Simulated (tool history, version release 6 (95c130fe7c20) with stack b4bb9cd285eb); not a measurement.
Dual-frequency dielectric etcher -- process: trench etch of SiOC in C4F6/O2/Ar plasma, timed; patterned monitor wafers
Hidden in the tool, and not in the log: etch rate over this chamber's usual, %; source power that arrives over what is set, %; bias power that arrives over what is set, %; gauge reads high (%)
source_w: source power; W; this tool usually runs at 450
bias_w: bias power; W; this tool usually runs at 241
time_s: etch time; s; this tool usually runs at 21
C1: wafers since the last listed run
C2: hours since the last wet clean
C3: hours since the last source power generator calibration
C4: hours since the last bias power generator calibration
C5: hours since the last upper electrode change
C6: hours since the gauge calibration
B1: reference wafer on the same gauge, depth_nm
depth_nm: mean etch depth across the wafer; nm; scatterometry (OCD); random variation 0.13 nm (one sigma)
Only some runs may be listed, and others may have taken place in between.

Run 1, day 0: usual settings; C1 0; C2 234.9; C3 1416.4; C4 3712.8; C5 1273.1; C6 588.8; B1 43. Result: depth_nm 48.7 nm.
Run 2, day 1.088: usual settings; C1 403; C2 261; C3 1442.5; C4 3738.9; C5 1299.2; C6 614.9; B1 43. Result: depth_nm 48.7 nm.
Run 3, day 2.321: usual settings; C1 458; C2 290.6; C3 1472.1; C4 3768.5; C5 1328.8; C6 644.5; B1 43. Result: depth_nm 48.8 nm.
Run 4, day 4.212: usual settings; C1 702; C2 336; C3 1517.5; C4 3813.9; C5 1374.2; C6 689.9; B1 43. Result: depth_nm 49 nm.
At day 6.538: gauge calibrated.
Run 5, day 6.712: usual settings; C1 928; C2 396; C3 1577.5; C4 3873.9; C5 1434.2; C6 4.2; B1 43. Result: depth_nm 49 nm.
Run 6, day 9.554: usual settings; C1 1055; C2 464.2; C3 1645.7; C4 3942.1; C5 1502.4; C6 72.4; B1 43. Result: depth_nm 49 nm.
Run 7, day 10.625: usual settings; C1 397; C2 489.9; C3 1671.4; C4 3967.8; C5 1528.1; C6 98.1; B1 43. Result: depth_nm 49.1 nm.
Run 8, day 12.229: usual settings but bias_w 222 W; C1 595; C2 528.4; C3 1709.9; C4 4006.3; C5 1566.6; C6 136.6; B1 43. Result: depth_nm 47.7 nm.
At day 14.096: wet clean of the chamber.
Run 9, day 14.117: usual settings but bias_w 222 W; C1 329; C2 0.5; C3 1755.2; C4 4051.6; C5 1611.9; C6 181.9; B1 43. Result: depth_nm 46.8 nm.
Run 10, day 15.925: usual settings; C1 671; C2 43.9; C3 1798.6; C4 4095; C5 1655.3; C6 225.3; B1 43. Result: depth_nm 48.3 nm.
Run 11, day 18.538: usual settings; C1 970; C2 106.6; C3 1861.3; C4 4157.7; C5 1718; C6 288; B1 43. Result: depth_nm 48.1 nm.
Run 12, day 20.796: usual settings; C1 838; C2 160.8; C3 1915.5; C4 4211.9; C5 1772.2; C6 342.2; B1 43. Result: depth_nm 48.2 nm.
Run 13, day 21.946: usual settings; C1 427; C2 188.4; C3 1943.1; C4 4239.5; C5 1799.8; C6 369.8; B1 43. Result: depth_nm 48.3 nm.
Run 14, day 27.196: usual settings; C1 1949; C2 314.4; C3 2069.1; C4 4365.5; C5 1925.8; C6 495.8; B1 43. Result: depth_nm 48.6 nm.
Run 15, day 28.462: usual settings; C1 470; C2 344.8; C3 2099.5; C4 4395.9; C5 1956.2; C6 526.2; B1 43. Result: depth_nm 48.5 nm.
Run 16, day 30.112: usual settings but source_w 390 W, bias_w 206 W, time_s 27 s; C1 612; C2 384.4; C3 2139.1; C4 4435.5; C5 1995.8; C6 565.8; B1 43. Result: depth_nm 55.9 nm.
Run 17, day 32.383: usual settings but source_w 500 W, bias_w 182 W, time_s 26.5 s; C1 843; C2 438.9; C3 2193.6; C4 4490; C5 2050.3; C6 620.3; B1 43. Result: depth_nm 58.8 nm.
Run 18, day 33.996: usual settings but source_w 390 W, bias_w 291 W, time_s 15.5 s; C1 598; C2 477.6; C3 2232.3; C4 4528.7; C5 2089; C6 659; B1 43. Result: depth_nm 36.1 nm.
Run 19, day 35: usual settings but bias_w 217 W, time_s 19 s; C1 372; C2 501.7; C3 2256.4; C4 4552.8; C5 2113.1; C6 683.1; B1 43. Result: depth_nm 42.8 nm.
At day 35.4: gauge calibrated.
At day 36.171: wet clean of the chamber.
At day 38.45: upper electrode replaced.
Run 20, day 38.471: usual settings; C1 546; C2 55.2; C3 2339.7; C4 4636.1; C5 0.5; C6 73.7; B1 43. Result: depth_nm 48 nm.
Run 21, day 39.275: usual settings but bias_w 217 W, time_s 19 s; C1 298; C2 74.5; C3 2359; C4 4655.4; C5 19.8; C6 93; B1 43. Result: depth_nm 42 nm.
At day 41.025: bias power generator calibrated.
At day 43.129: source power generator calibrated.
Run 22, day 44.462: usual settings but bias_w 188 W, time_s 16.5 s; C1 1802; C2 199; C3 32; C4 82.5; C5 144.3; C6 217.5; B1 43. Result: depth_nm 35.7 nm.
Run 23, day 46.5: usual settings but source_w 420 W, bias_w 296 W, time_s 18.5 s; C1 756; C2 247.9; C3 80.9; C4 131.4; C5 193.2; C6 266.4; B1 43. Result: depth_nm 45.3 nm.
Run 24, day 48.683: usual settings but source_w 350 W, bias_w 223 W; C1 810; C2 300.3; C3 133.3; C4 183.8; C5 245.6; C6 318.8; B1 42.9. Result: depth_nm 43.2 nm.
Run 25, day 49.942: usual settings but source_w 380 W, bias_w 291 W, time_s 16 s; C1 467; C2 330.5; C3 163.5; C4 214; C5 275.8; C6 349; B1 43. Result: depth_nm 37.3 nm.
Run 26, day 51.138: usual settings but source_w 520 W, bias_w 206 W, time_s 26.5 s; C1 444; C2 359.2; C3 192.2; C4 242.7; C5 304.5; C6 377.7; B1 43. Result: depth_nm 63.2 nm.
Run 27, day 54.083: usual settings but source_w 490 W, time_s 19 s; C1 1094; C2 429.9; C3 262.9; C4 313.4; C5 375.2; C6 448.4; B1 43. Result: depth_nm 46.5 nm.
Run 28, day 56.958: usual settings but source_w 350 W, bias_w 194 W, time_s 15.5 s; C1 1067; C2 498.9; C3 331.9; C4 382.4; C5 444.2; C6 517.4; B1 43. Result: depth_nm 30.8 nm.
Run 29, day 59.638: usual settings; C1 994; C2 563.2; C3 396.2; C4 446.7; C5 508.5; C6 581.7; B1 43. Result: depth_nm 49.9 nm.

Alternative continuations, all from the tool just after run 29; predict every row:
Run A, day 59.654: usual settings; C1 6; C2 563.6; C3 396.6; C4 447.1; C5 508.9; C6 582.1; B1 ?. Result: depth_nm ?.
Run B, day 59.654: usual settings but source_w 530 W, bias_w 290 W, time_s 23 s; C1 6; C2 563.6; C3 396.6; C4 447.1; C5 508.9; C6 582.1; B1 ?. Result: depth_nm ?.
Run C, day 59.654: usual settings but time_s 19.5 s; C1 6; C2 563.6; C3 396.6; C4 447.1; C5 508.9; C6 582.1; B1 ?. Result: depth_nm ?.

run  B1  depth_nm
  A  43      49.8
  B  43      62.1
  C  43      46.2
Had the tool no hidden state, the same runs would have come out as:
run  depth_nm
  A      48.8
  B      60.8
  C      45.3
